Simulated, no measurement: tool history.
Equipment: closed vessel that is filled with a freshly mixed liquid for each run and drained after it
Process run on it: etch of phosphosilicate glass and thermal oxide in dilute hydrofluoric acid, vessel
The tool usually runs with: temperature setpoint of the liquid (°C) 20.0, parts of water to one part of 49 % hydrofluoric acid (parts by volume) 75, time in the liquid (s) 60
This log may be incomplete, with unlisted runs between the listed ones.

| run | hour | temperature setpoint of the liquid (°C) | parts of water to one part of 49 % hydrofluoric acid (parts by volume) | time in the liquid (s) | wafers since the last listed run | hours since the thermometer was replaced | hours since the hydrofluoric acid flow meter was replaced | hours since the gauge calibration | read-back film thickness of the phosphosilicate glass reference wafer, read on the same gauge (nm) | read-back film thickness of the thermal oxide reference wafer, read on the same gauge (nm) | thickness taken off the phosphosilicate glass on a monitor wafer (Å) | thickness taken off the thermal oxide on a monitor wafer (Å) |
|---|---|---|---|---|---|---|---|---|---|---|---|---|
| 1 | 0.0 | 20.0 | 60 | 60 | 0 | 2180.9 | 1194.0 | 187.7 | 149.99 | 120.016 | 1158.4 | 34.91 |
| 2 | 33.2 | 20.0 | 60 | 60 | 3891 | 2214.1 | 1227.2 | 220.9 | 150.01 | 120.028 | 1141.3 | 34.91 |
| 3 | 69.1 | 20.0 | 75 | 60 | 4207 | 2250.0 | 1263.1 | 256.8 | 150.01 | 119.983 | 896.6 | 28.14 |
|  | 75.1 | gauge calibrated |
| 4 | 97.4 | 20.0 | 75 | 60 | 3316 | 2278.3 | 1291.4 | 22.3 | 150.01 | 120.005 | 902.1 | 27.73 |
| 5 | 112.6 | 17.5 | 75 | 60 | 1781 | 2293.5 | 1306.6 | 37.5 | 149.98 | 120.027 | 797.7 | 24.58 |
| 6 | 130.9 | 17.5 | 75 | 60 | 2144 | 2311.8 | 1324.9 | 55.8 | 149.99 | 119.966 | 806.4 | 24.53 |
| 7 | 147.2 | 17.5 | 75 | 60 | 1910 | 2328.1 | 1341.2 | 72.1 | 149.99 | 119.977 | 801.8 | 24.50 |
| 8 | 163.0 | 20.0 | 75 | 60 | 1851 | 2343.9 | 1357.0 | 87.9 | 149.99 | 120.011 | 890.8 | 27.28 |
|  | 178.0 | hydrofluoric acid flow meter replaced |
| 9 | 238.8 | 20.0 | 75 | 60 | 8767 | 2419.7 | 60.8 | 163.7 | 150.00 | 120.059 | 1022.7 | 31.03 |
| 10 | 268.5 | 23.5 | 75 | 80 | 3481 | 2449.4 | 90.5 | 193.4 | 149.99 | 119.984 | 1574.2 | 48.20 |
| 11 | 298.3 | 23.5 | 115 | 40 | 3492 | 2479.2 | 120.3 | 223.2 | 150.00 | 120.063 | 488.2 | 14.95 |
|  | 316.3 | gauge calibrated |
| 12 | 323.3 | 20.0 | 75 | 60 | 2930 | 2504.2 | 145.3 | 7.0 | 150.00 | 119.987 | 1013.2 | 30.23 |
| 13 | 338.9 | 21.5 | 75 | 75 | 1828 | 2519.8 | 160.9 | 22.6 | 150.00 | 120.022 | 1357.8 | 41.24 |
| 14 | 359.4 | 20.0 | 75 | 40 | 2402 | 2540.3 | 181.4 | 43.1 | 149.98 | 119.981 | 672.8 | 20.76 |
| 15 | 380.3 | 20.0 | 105 | 60 | 2449 | 2561.2 | 202.3 | 64.0 | 150.00 | 120.005 | 704.1 | 21.21 |
| 16 | 397.1 | 20.0 | 75 | 60 | 1969 | 2578.0 | 219.1 | 80.8 | 149.99 | 119.987 | 1006.9 | 30.81 |
|  | 402.1 | thermometer replaced |
| 17 | 428.6 | 20.0 | 75 | 60 | 3574 | 26.5 | 250.6 | 112.3 | 149.99 | 119.990 | 1010.0 | 30.42 |
| 18 | 499.4 | 22.0 | 85 | 40 | 8298 | 97.3 | 321.4 | 183.1 | 150.01 | 119.973 | 621.5 | 18.89 |
| 19 | 515.5 | 23.5 | 75 | 50 | 1887 | 113.4 | 337.5 | 199.2 | 150.00 | 119.960 | 960.0 | 29.45 |

Alternative continuations, all from the tool just after run 19; predict every row:
| A | 516.2 | 20.0 | 75 | 60 | 82 | 114.1 | 338.2 | 199.9 | ? | ? | ? | ? |
| B | 516.2 | 20.0 | 75 | 30 | 82 | 114.1 | 338.2 | 199.9 | ? | ? | ? | ? |
| C | 516.2 | 17.0 | 100 | 50 | 82 | 114.1 | 338.2 | 199.9 | ? | ? | ? | ? |
| D | 516.2 | 17.0 | 35 | 75 | 82 | 114.1 | 338.2 | 199.9 | ? | ? | ? | ? |

| run | read-back film thickness of the phosphosilicate glass reference wafer, read on the same gauge (nm) | read-back film thickness of the thermal oxide reference wafer, read on the same gauge (nm) | thickness taken off the phosphosilicate glass on a monitor wafer (Å) | thickness taken off the thermal oxide on a monitor wafer (Å) |
|---|---|---|---|---|
| A | 150.00 | 120.008 | 993.5 | 30.73 |
| B | 150.00 | 120.008 | 496.8 | 15.37 |
| C | 150.00 | 120.008 | 532.3 | 16.46 |
| D | 150.00 | 120.008 | 2455.2 | 75.95 |
Without the tool's unlogged condition, the same runs would have read:
| run | thickness taken off the phosphosilicate glass on a monitor wafer (Å) | thickness taken off the thermal oxide on a monitor wafer (Å) |
|---|---|---|
| A | 1037.9 | 32.10 |
| B | 518.9 | 16.05 |
| C | 556.5 | 17.21 |
| D | 2559.6 | 79.18 |
